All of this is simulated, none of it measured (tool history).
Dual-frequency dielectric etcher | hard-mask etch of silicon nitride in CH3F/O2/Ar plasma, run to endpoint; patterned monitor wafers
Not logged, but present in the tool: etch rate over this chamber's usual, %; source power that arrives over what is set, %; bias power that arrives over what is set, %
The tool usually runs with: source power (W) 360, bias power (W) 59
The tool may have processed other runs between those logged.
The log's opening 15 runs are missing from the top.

run	hour	source power (W)	bias power (W)	wafers since the last listed run	hours since the last wet clean	hours since the last source power generator calibration	hours since the last bias power generator calibration	hours since the last upper electrode change	incoming incoming film thickness, nm	endpoint time (s)
16	307.9	390	50	219	225.6	2780	5233	2797.1	27.76	42.9
17	324.5	310	53	143	242.2	2796.6	5249.6	2813.7	27.58	44.8
# hour 346.1: bias power generator calibrated
18	346.6	360	59	156	264.3	2818.7	0.5	2835.8	27.77	41.3
19	380	360	59	288	297.7	2852.1	33.9	2869.2	27.66	41.3
20	401.3	270	70	184	319	2873.4	55.2	2890.5	27.51	41.7
# hour 412.9: source power generator calibrated
# hour 436.9: upper electrode replaced
21	437.4	330	47	70	355.1	24.5	91.3	0.5	27.94	46.1
22	458.8	360	59	185	376.5	45.9	112.7	21.9	27.5	40.9
23	483.3	360	71	211	401	70.4	137.2	46.4	27.51	38.2
24	501.8	360	68	160	419.5	88.9	155.7	64.9	27.65	38.9
25	536.5	410	50	300	454.2	123.6	190.4	99.6	27.72	41.6
26	548.8	300	50	106	466.5	135.9	202.7	111.9	27.56	45.4
27	577.9	410	46	251	495.6	165	231.8	141	27.52	42.5
28	609	270	45	269	526.7	196.1	262.9	172.1	27.78	49
29	636.6	360	59	238	554.3	223.7	290.5	199.7	27.74	40.7
# hour 666: wet clean of the chamber
30	666.5	270	55	51	0.5	253.6	320.4	229.6	27.81	48
31	694.1	360	69	238	28.1	281.2	348	257.2	27.6	39.7
32	716.4	330	65	192	50.4	303.5	370.3	279.5	27.66	41.8
33	734.9	360	59	160	68.9	322	388.8	298	27.93	42.4
34	750.6	360	59	135	84.6	337.7	404.5	313.7	27.55	41.8
35	780.6	320	59	259	114.6	367.7	434.5	343.7	27.6	43.4
36	793.7	390	59	113	127.7	380.8	447.6	356.8	28.01	41.7

Forecast each of these 3 alternatives for the next run:
A	794.1	360	59	3	128.1	381.2	448	357.2	27.56	?
B	794.1	360	74	3	128.1	381.2	448	357.2	27.56	?
C	794.1	330	59	3	128.1	381.2	448	357.2	27.56	?

run	endpoint time (s)
A	41.6
B	38.4
C	42.8
With no hidden state in the tool, these same runs would have given:
run	endpoint time (s)
A	41.9
B	38.6
C	43.1

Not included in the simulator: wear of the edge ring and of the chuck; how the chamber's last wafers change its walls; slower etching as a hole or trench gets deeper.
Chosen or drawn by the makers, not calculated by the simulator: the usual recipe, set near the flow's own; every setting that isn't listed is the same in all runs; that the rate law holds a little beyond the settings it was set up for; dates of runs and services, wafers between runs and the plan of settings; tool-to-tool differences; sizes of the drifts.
